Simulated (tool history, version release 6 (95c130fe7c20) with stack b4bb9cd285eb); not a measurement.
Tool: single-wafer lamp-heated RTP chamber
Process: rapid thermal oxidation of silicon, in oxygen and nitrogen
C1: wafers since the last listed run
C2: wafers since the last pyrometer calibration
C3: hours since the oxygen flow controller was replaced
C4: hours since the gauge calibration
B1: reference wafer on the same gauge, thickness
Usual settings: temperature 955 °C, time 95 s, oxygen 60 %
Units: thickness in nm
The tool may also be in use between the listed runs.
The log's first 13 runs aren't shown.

run 14 hour=406.1 | temperature=943 time=95 oxygen=60 | C1=226 C2=1061 C3=212.5 C4=1385.4 | B1=4.130 | thickness=3.813
run 15 hour=441.7 | temperature=943 time=95 oxygen=60 | C1=377 C2=1438 C3=248.1 C4=1421.0 | B1=4.132 | thickness=3.813
-- hour=466.2 gauge calibrated
run 16 hour=468.9 | temperature=979 time=95 oxygen=60 | C1=288 C2=1727 C3=275.3 C4=2.7 | B1=4.093 | thickness=4.902
run 17 hour=500.4 | temperature=955 time=95 oxygen=60 | C1=333 C2=2061 C3=306.8 C4=34.2 | B1=4.096 | thickness=4.108
run 18 hour=525.4 | temperature=955 time=95 oxygen=60 | C1=265 C2=2326 C3=331.8 C4=59.2 | B1=4.097 | thickness=4.120
-- hour=539.3 pyrometer window cleaned and pyrometer calibrated
run 19 hour=595.6 | temperature=955 time=95 oxygen=60 | C1=659 C2=596 C3=402.0 C4=129.4 | B1=4.098 | thickness=4.116
run 20 hour=608.1 | temperature=981 time=71 oxygen=74 | C1=132 C2=729 C3=414.5 C4=141.9 | B1=4.098 | thickness=4.692
run 21 hour=629.7 | temperature=955 time=95 oxygen=51 | C1=228 C2=958 C3=436.1 C4=163.5 | B1=4.098 | thickness=3.902
run 22 hour=661.7 | temperature=941 time=68 oxygen=68 | C1=339 C2=1297 C3=468.1 C4=195.5 | B1=4.099 | thickness=3.404
run 23 hour=691.9 | temperature=943 time=95 oxygen=60 | C1=320 C2=1617 C3=498.3 C4=225.7 | B1=4.099 | thickness=3.787
run 24 hour=707.2 | temperature=955 time=53 oxygen=80 | C1=162 C2=1779 C3=513.6 C4=241.0 | B1=4.100 | thickness=3.554
run 25 hour=725.3 | temperature=942 time=95 oxygen=60 | C1=191 C2=1971 C3=531.7 C4=259.1 | B1=4.100 | thickness=3.756
run 26 hour=757.1 | temperature=939 time=128 oxygen=87 | C1=337 C2=2308 C3=563.5 C4=290.9 | B1=4.102 | thickness=4.659
run 27 hour=783.8 | temperature=964 time=95 oxygen=60 | C1=283 C2=2591 C3=590.2 C4=317.6 | B1=4.102 | thickness=4.415
run 28 hour=800.2 | temperature=981 time=71 oxygen=74 | C1=173 C2=2765 C3=606.6 C4=334.0 | B1=4.102 | thickness=4.697
-- hour=817.3 pyrometer window cleaned and pyrometer calibrated
run 29 hour=817.8 | temperature=982 time=95 oxygen=72 | C1=101 C2=5 C3=624.2 C4=351.6 | B1=4.105 | thickness=5.347
run 30 hour=839.8 | temperature=927 time=111 oxygen=60 | C1=233 C2=238 C3=646.2 C4=373.6 | B1=4.105 | thickness=3.619
run 31 hour=855.0 | temperature=955 time=95 oxygen=60 | C1=161 C2=399 C3=661.4 C4=388.8 | B1=4.103 | thickness=4.121
run 32 hour=881.0 | temperature=975 time=95 oxygen=40 | C1=275 C2=675 C3=687.4 C4=414.8 | B1=4.106 | thickness=4.153
run 33 hour=897.4 | temperature=955 time=95 oxygen=60 | C1=173 C2=849 C3=703.8 C4=431.2 | B1=4.106 | thickness=4.131
run 34 hour=923.1 | temperature=982 time=95 oxygen=60 | C1=272 C2=1121 C3=729.5 C4=456.9 | B1=4.108 | thickness=5.016
run 35 hour=940.8 | temperature=965 time=51 oxygen=45 | C1=187 C2=1309 C3=747.2 C4=474.6 | B1=4.106 | thickness=3.183
run 36 hour=959.3 | temperature=955 time=95 oxygen=60 | C1=196 C2=1505 C3=765.7 C4=493.1 | B1=4.109 | thickness=4.136
run 37 hour=980.4 | temperature=955 time=129 oxygen=73 | C1=223 C2=1729 C3=786.8 C4=514.2 | B1=4.109 | thickness=5.012
run 38 hour=998.6 | temperature=955 time=119 oxygen=70 | C1=192 C2=1922 C3=805.0 C4=532.4 | B1=4.109 | thickness=4.753

Forecast each of these 4 alternatives for the next run:
run A hour=999.0 | temperature=934 time=95 oxygen=60 | C1=4 C2=1926 C3=805.4 C4=532.8 | B1=? | thickness=?
run B hour=999.0 | temperature=955 time=118 oxygen=42 | C1=4 C2=1926 C3=805.4 C4=532.8 | B1=? | thickness=?
run C hour=999.0 | temperature=929 time=95 oxygen=32 | C1=4 C2=1926 C3=805.4 C4=532.8 | B1=? | thickness=?
run D hour=999.0 | temperature=943 time=79 oxygen=43 | C1=4 C2=1926 C3=805.4 C4=532.8 | B1=? | thickness=?

run=A B1=4.108 thickness=3.580
run=B B1=4.108 thickness=4.046
run=C B1=4.108 thickness=2.984
run=D B1=4.108 thickness=3.243
Without the tool's hidden state the same runs would have given:
run=A thickness=3.564
run=B thickness=4.028
run=C thickness=2.971
run=D thickness=3.229
